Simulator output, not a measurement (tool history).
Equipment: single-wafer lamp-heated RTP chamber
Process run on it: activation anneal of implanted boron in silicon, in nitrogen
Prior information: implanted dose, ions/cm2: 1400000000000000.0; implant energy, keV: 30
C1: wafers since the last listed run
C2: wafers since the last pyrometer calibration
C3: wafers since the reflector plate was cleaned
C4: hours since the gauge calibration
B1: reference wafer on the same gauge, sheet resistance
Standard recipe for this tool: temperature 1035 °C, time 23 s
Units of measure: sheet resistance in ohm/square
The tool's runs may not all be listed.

Run 1, day 0.000: usual settings; C1 0; C2 693; C3 1053; C4 108.6; B1 76.81. Result: sheet resistance 77.15 ohm/square.
Run 2, day 0.688: usual settings but temperature 1044 °C, time 13 s; C1 234; C2 928; C3 1288; C4 125.1; B1 76.84. Result: sheet resistance 77.14 ohm/square.
Run 3, day 1.079: usual settings but temperature 1044 °C, time 13 s; C1 133; C2 1062; C3 1421; C4 134.5; B1 76.81. Result: sheet resistance 77.28 ohm/square.
Run 4, day 1.592: usual settings but temperature 1044 °C, time 13 s; C1 174; C2 1236; C3 1596; C4 146.8; B1 76.82. Result: sheet resistance 77.20 ohm/square.
Run 5, day 2.338: usual settings but time 16 s; C1 254; C2 1491; C3 1850; C4 164.7; B1 76.79. Result: sheet resistance 77.47 ohm/square.
Run 6, day 2.692: usual settings but time 16 s; C1 120; C2 1612; C3 1971; C4 173.2; B1 76.79. Result: sheet resistance 77.34 ohm/square.
Run 7, day 3.321: usual settings; C1 214; C2 1826; C3 2186; C4 188.3; B1 76.83. Result: sheet resistance 77.06 ohm/square.
Run 8, day 4.038: usual settings; C1 244; C2 2071; C3 2430; C4 205.5; B1 76.76. Result: sheet resistance 76.73 ohm/square.
Run 9, day 4.538: usual settings but temperature 1028 °C; C1 170; C2 2241; C3 2601; C4 217.5; B1 76.85. Result: sheet resistance 77.46 ohm/square.
Run 10, day 4.850: usual settings but temperature 1028 °C; C1 106; C2 2348; C3 2708; C4 225.0; B1 76.80. Result: sheet resistance 77.26 ohm/square.
Run 11, day 5.429: usual settings; C1 197; C2 2546; C3 2905; C4 238.9; B1 76.80. Result: sheet resistance 76.70 ohm/square.
Run 12, day 5.883: usual settings; C1 154; C2 2700; C3 3060; C4 249.8; B1 76.82. Result: sheet resistance 76.63 ohm/square.
Run 13, day 6.871: usual settings; C1 336; C2 3037; C3 3397; C4 273.5; B1 76.85. Result: sheet resistance 76.60 ohm/square.
Run 14, day 7.608: usual settings; C1 251; C2 3289; C3 3649; C4 291.2; B1 76.87. Result: sheet resistance 76.56 ohm/square.
Run 15, day 7.904: usual settings; C1 100; C2 3390; C3 3749; C4 298.3; B1 76.83. Result: sheet resistance 76.73 ohm/square.
Run 16, day 8.371: usual settings; C1 159; C2 3549; C3 3909; C4 309.5; B1 76.81. Result: sheet resistance 76.30 ohm/square.
Run 17, day 8.871: usual settings; C1 170; C2 3720; C3 4079; C4 321.5; B1 76.79. Result: sheet resistance 76.34 ohm/square.
Run 18, day 9.350: usual settings but temperature 1046 °C, time 36 s; C1 163; C2 3883; C3 4243; C4 333.0; B1 76.80. Result: sheet resistance 75.38 ohm/square.
At day 9.988: reflector plate cleaned.
At day 10.208: pyrometer window cleaned and pyrometer calibrated.
Run 19, day 10.229: usual settings but temperature 1056 °C, time 31 s; C1 110; C2 6; C3 6; C4 354.1; B1 76.80. Result: sheet resistance 75.41 ohm/square.
Run 20, day 10.246: usual settings but temperature 1022 °C, time 35 s; C1 5; C2 12; C3 12; C4 354.5; B1 76.78. Result: sheet resistance 77.81 ohm/square.
Run 21, day 11.667: usual settings; C1 484; C2 497; C3 497; C4 388.6; B1 76.77. Result: sheet resistance 77.38 ohm/square.
Run 22, day 12.150: usual settings but temperature 1046 °C, time 32 s; C1 164; C2 661; C3 661; C4 400.2; B1 76.79. Result: sheet resistance 75.81 ohm/square.
Run 23, day 12.546: usual settings but temperature 1046 °C, time 13 s; C1 135; C2 796; C3 796; C4 409.7; B1 76.83. Result: sheet resistance 76.99 ohm/square.
Run 24, day 13.062: usual settings but temperature 1055 °C, time 10 s; C1 176; C2 973; C3 973; C4 422.1; B1 76.82. Result: sheet resistance 77.12 ohm/square.
Run 25, day 13.558: usual settings but temperature 1047 °C, time 28 s; C1 169; C2 1142; C3 1142; C4 434.0; B1 76.83. Result: sheet resistance 76.01 ohm/square.
Run 26, day 14.279: usual settings but temperature 1050 °C, time 35 s; C1 245; C2 1388; C3 1388; C4 451.3; B1 76.77. Result: sheet resistance 75.77 ohm/square.
Run 27, day 15.017: usual settings but temperature 1044 °C, time 30 s; C1 251; C2 1639; C3 1639; C4 469.0; B1 76.80. Result: sheet resistance 76.17 ohm/square.
At day 15.058: gauge calibrated.
Run 28, day 15.525: usual settings; C1 173; C2 1813; C3 1813; C4 11.2; B1 76.78. Result: sheet resistance 77.18 ohm/square.
Run 29, day 16.092: usual settings but temperature 1048 °C, time 15 s; C1 193; C2 2006; C3 2006; C4 24.8; B1 76.81. Result: sheet resistance 76.60 ohm/square.
Run 30, day 16.596: usual settings but temperature 1021 °C, time 17 s; C1 171; C2 2178; C3 2178; C4 36.9; B1 76.81. Result: sheet resistance 78.23 ohm/square.
Run 31, day 17.208: usual settings; C1 208; C2 2387; C3 2387; C4 51.6; B1 76.83. Result: sheet resistance 76.89 ohm/square.
Run 32, day 17.750: usual settings but temperature 1014 °C, time 16 s; C1 184; C2 2572; C3 2572; C4 64.6; B1 76.72. Result: sheet resistance 78.82 ohm/square.
Run 33, day 18.033: usual settings; C1 96; C2 2668; C3 2668; C4 71.4; B1 76.79. Result: sheet resistance 76.64 ohm/square.
Run 34, day 18.638: usual settings but temperature 1047 °C, time 13 s; C1 206; C2 2874; C3 2874; C4 85.9; B1 76.83. Result: sheet resistance 76.80 ohm/square.
Run 35, day 19.138: usual settings but temperature 1012 °C, time 17 s; C1 170; C2 3045; C3 3045; C4 97.9; B1 76.83. Result: sheet resistance 79.00 ohm/square.

Branching from run 35: 4 alternative next runs. What would each branch give?
Run A, day 19.154: usual settings; C1 5; C2 3051; C3 3051; C4 98.3; B1 ?. Result: sheet resistance ?.
Run B, day 19.154: usual settings but temperature 1045 °C, time 17 s; C1 5; C2 3051; C3 3051; C4 98.3; B1 ?. Result: sheet resistance ?.
Run C, day 19.154: usual settings but time 27 s; C1 5; C2 3051; C3 3051; C4 98.3; B1 ?. Result: sheet resistance ?.
Run D, day 19.154: usual settings but temperature 1011 °C, time 12 s; C1 5; C2 3051; C3 3051; C4 98.3; B1 ?. Result: sheet resistance ?.

run     B1  sheet resistance
  A  76.77             76.65
  B  76.77             76.45
  C  76.77             76.45
  D  76.77             79.45
Stripped of hidden state, with their random variation kept, the same runs would have yielded:
run  sheet resistance
  A             77.52
  B             77.13
  C             77.33
  D             81.25
